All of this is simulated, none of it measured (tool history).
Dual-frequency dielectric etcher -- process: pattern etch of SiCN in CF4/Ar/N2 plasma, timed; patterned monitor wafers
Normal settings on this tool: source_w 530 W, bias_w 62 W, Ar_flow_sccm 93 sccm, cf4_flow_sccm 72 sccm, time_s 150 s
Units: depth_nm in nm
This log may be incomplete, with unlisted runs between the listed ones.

run,hour,source_w,bias_w,Ar_flow_sccm,cf4_flow_sccm,time_s,"read-back reference wafer on the same gauge, depth_nm",depth_nm
1,0,530,62,93,72,150,153.9,140.4
2,38.8,530,62,93,72,150,154,140.1
3,70.9,530,62,93,72,172,154,161.2
4,113,530,62,93,72,172,154,161.9
5,165.1,490,62,100,72,150,154.1,129
# hour 262.5: bias power generator calibrated
# hour 343.4: wet clean of the chamber
# hour 357.2: gauge calibrated
6,358.9,490,62,100,72,150,153.9,129.7
7,386.2,490,62,100,72,150,154,129
8,417.1,530,62,93,72,150,154,140
9,476.1,530,62,93,72,150,154.1,140.1
# hour 532.6: upper electrode replaced
10,548.1,660,62,93,72,108.5,153.8,121.8
# hour 570.3: CF4 flow controller replaced
# hour 595.4: source power generator calibrated
# hour 597.9: Ar flow controller replaced
11,616.1,530,62,102,61,150,154,133.1

What will run 12 give?
12,668.7,460,68,93,72,150,?,?

read-back reference wafer on the same gauge, depth_nm: 153.8
depth_nm: 128.3 nm
Take away the tool's hidden state, keep the run-to-run variation as it was, and the same run would have given depth_nm 128.3 nm.
